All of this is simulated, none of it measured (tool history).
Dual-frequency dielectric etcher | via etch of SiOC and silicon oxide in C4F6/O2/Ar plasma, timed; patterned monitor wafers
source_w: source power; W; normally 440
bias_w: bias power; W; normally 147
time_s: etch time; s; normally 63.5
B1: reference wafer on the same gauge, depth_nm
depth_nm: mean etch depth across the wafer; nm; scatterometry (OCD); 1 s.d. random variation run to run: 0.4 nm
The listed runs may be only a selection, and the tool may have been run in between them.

Run 1, hour 0: usual settings but bias_w 173 W; B1 88.3. Result: depth_nm 84.1 nm.
Run 2, hour 12.5: usual settings but source_w 520 W; B1 88.4. Result: depth_nm 83.6 nm.
Run 3, hour 24.2: usual settings but source_w 520 W; B1 88.4. Result: depth_nm 83.1 nm.
Run 4, hour 40.1: usual settings but source_w 520 W; B1 88.2. Result: depth_nm 83.3 nm.
Run 5, hour 47.4: usual settings but time_s 49.5 s; B1 88.3. Result: depth_nm 61 nm.
Run 6, hour 55.2: usual settings but source_w 520 W, time_s 51.5 s; B1 88.3. Result: depth_nm 68 nm.
Run 7, hour 63.6: usual settings but source_w 520 W, time_s 51.5 s; B1 88.4. Result: depth_nm 68.5 nm.
Run 8, hour 71.4: usual settings but source_w 520 W, time_s 51.5 s; B1 88.4. Result: depth_nm 68 nm.
Run 9, hour 82.9: usual settings but time_s 50.5 s; B1 88.3. Result: depth_nm 62.8 nm.
Run 10, hour 93.2: usual settings; B1 88.4. Result: depth_nm 78.9 nm.
Run 11, hour 108.2: usual settings; B1 88.2. Result: depth_nm 79.5 nm.
At hour 132.8: bias power generator calibrated.
At hour 143.6: wet clean of the chamber.
At hour 145.7: upper electrode replaced.
Run 12, hour 146.2: usual settings; B1 88.2. Result: depth_nm 78.3 nm.
Run 13, hour 146.6: usual settings but source_w 350 W; B1 88.3. Result: depth_nm 72.5 nm.
Run 14, hour 148.2: usual settings but source_w 350 W; B1 88.4. Result: depth_nm 72.6 nm.
Run 15, hour 159.2: usual settings but time_s 78.5 s; B1 88.3. Result: depth_nm 98 nm.
At hour 169.1: source power generator calibrated.
Run 16, hour 176.9: usual settings but bias_w 177 W; B1 88.3. Result: depth_nm 85.1 nm.
Run 17, hour 190.2: usual settings; B1 88.3. Result: depth_nm 78.8 nm.
Run 18, hour 207.3: usual settings but time_s 77.5 s; B1 88.3. Result: depth_nm 95.5 nm.
At hour 219: gauge calibrated.
Run 19, hour 220.9: usual settings but source_w 360 W, bias_w 126 W, time_s 81.5 s; B1 88.2. Result: depth_nm 88.6 nm.
Run 20, hour 233.1: usual settings but source_w 530 W, bias_w 169 W, time_s 79.5 s; B1 88.3. Result: depth_nm 111.3 nm.
Run 21, hour 249.9: usual settings but source_w 470 W; B1 88.3. Result: depth_nm 80.9 nm.
Run 22, hour 263.8: usual settings but source_w 510 W; B1 88.2. Result: depth_nm 82.8 nm.
Run 23, hour 273.8: usual settings but source_w 380 W, bias_w 181 W, time_s 75 s; B1 88.1. Result: depth_nm 96.6 nm.
Run 24, hour 282.5: usual settings but source_w 370 W, bias_w 183 W; B1 88.3. Result: depth_nm 81 nm.
Run 25, hour 290.4: usual settings but source_w 530 W, bias_w 161 W, time_s 47.5 s; B1 88.3. Result: depth_nm 65.3 nm.
Run 26, hour 301.4: usual settings; B1 88.3. Result: depth_nm 78 nm.
Run 27, hour 308.7: usual settings but source_w 390 W, bias_w 169 W, time_s 47.5 s; B1 88.3. Result: depth_nm 60.2 nm.
Run 28, hour 324.8: usual settings; B1 88.1. Result: depth_nm 78.3 nm.
Run 29, hour 340.3: usual settings but time_s 46.5 s; B1 88.3. Result: depth_nm 57.5 nm.
Run 30, hour 351.6: usual settings but source_w 410 W, bias_w 157 W, time_s 54 s; B1 88.2. Result: depth_nm 67.6 nm.
Run 31, hour 362.5: usual settings; B1 88.1. Result: depth_nm 77.9 nm.

What the log doesn't show, run by run:
etch rate over this chamber's usual, %: 0 in every run
source power that arrives over what is set, %: 0 in every run
bias power that arrives over what is set, %: 0 in every run
gauge reads high (%): 0 in every run
